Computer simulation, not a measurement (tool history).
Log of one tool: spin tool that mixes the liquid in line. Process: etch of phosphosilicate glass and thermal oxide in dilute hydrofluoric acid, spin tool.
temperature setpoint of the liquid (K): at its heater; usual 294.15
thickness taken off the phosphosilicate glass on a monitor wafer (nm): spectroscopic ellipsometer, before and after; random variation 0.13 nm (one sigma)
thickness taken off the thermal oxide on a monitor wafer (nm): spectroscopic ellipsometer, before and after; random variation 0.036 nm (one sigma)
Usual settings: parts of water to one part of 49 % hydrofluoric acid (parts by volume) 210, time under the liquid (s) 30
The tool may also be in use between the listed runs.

run	day	temperature setpoint of the liquid (K)	parts of water to one part of 49 % hydrofluoric acid (parts by volume)	time under the liquid (s)	read-back film thickness of the phosphosilicate glass reference wafer, read on the same gauge (nm)	read-back film thickness of the thermal oxide reference wafer, read on the same gauge (nm)	thickness taken off the phosphosilicate glass on a monitor wafer (nm)	thickness taken off the thermal oxide on a monitor wafer (nm)
1	0.000	294.15	210	30	90.04	90.011	19.27	0.454
2	0.554	294.15	170	30	90.01	90.023	24.69	0.551
3	0.929	294.15	170	30	90.00	89.982	24.59	0.637
4	1.583	294.15	170	30	90.00	90.014	24.53	0.510
5	2.208	298.65	210	30	89.97	90.008	22.77	0.514
6	2.746	294.15	250	30	90.04	89.989	15.65	0.395
7	3.008	294.15	140	30	90.03	90.010	31.16	0.842
8	3.483	294.15	130	30	90.00	90.001	33.61	0.778
9	4.025	298.65	260	40	89.98	90.003	23.29	0.515
10	4.288	294.15	210	40	90.05	90.005	25.77	0.565
11	4.733	294.15	210	30	90.00	90.002	19.44	0.409
12	5.396	294.15	210	30	90.03	90.006	19.06	0.469
13	5.775	290.15	155	30	90.00	89.983	23.52	0.514
14	6.138	294.15	210	30	90.00	90.022	19.23	0.436
15	6.546	290.15	290	15	90.00	90.017	5.59	0.120
16	7.062	294.15	210	30	90.01	90.009	19.32	0.439
17	7.500	294.15	300	40	90.02	89.999	16.74	0.354
# day 8.283: thermometer replaced
18	8.304	297.65	135	45	90.02	90.017	59.93	1.363
# day 8.508: gauge calibrated
19	8.712	294.15	210	30	89.97	90.018	20.70	0.522
20	9.204	294.15	210	30	89.99	89.982	21.04	0.457
21	9.654	294.15	105	30	89.96	90.007	46.00	1.001
22	10.262	294.15	210	45	90.03	90.032	31.23	0.743
23	10.908	294.15	210	30	89.98	89.999	20.73	0.486
24	11.646	296.65	155	20	89.99	89.996	21.92	0.441
25	12.038	294.15	155	30	89.96	89.999	29.84	0.663
26	12.717	296.65	210	30	89.96	90.013	22.51	0.473
27	13.154	294.15	210	30	90.02	89.997	20.78	0.485

3 ways to go on from here, each from the tool as it stands after run 27. What would each give?
A	13.171	290.15	210	30	?	?	?	?
B	13.171	298.65	310	15	?	?	?	?
C	13.171	290.15	165	25	?	?	?	?

run	read-back film thickness of the phosphosilicate glass reference wafer, read on the same gauge (nm)	read-back film thickness of the thermal oxide reference wafer, read on the same gauge (nm)	thickness taken off the phosphosilicate glass on a monitor wafer (nm)	thickness taken off the thermal oxide on a monitor wafer (nm)
A	90.01	89.989	17.63	0.400
B	90.01	89.989	7.46	0.169
C	90.01	89.989	19.47	0.442
Without the tool's hidden state the same runs would have given:
run	thickness taken off the phosphosilicate glass on a monitor wafer (nm)	thickness taken off the thermal oxide on a monitor wafer (nm)
A	17.55	0.398
B	7.39	0.168
C	19.40	0.440

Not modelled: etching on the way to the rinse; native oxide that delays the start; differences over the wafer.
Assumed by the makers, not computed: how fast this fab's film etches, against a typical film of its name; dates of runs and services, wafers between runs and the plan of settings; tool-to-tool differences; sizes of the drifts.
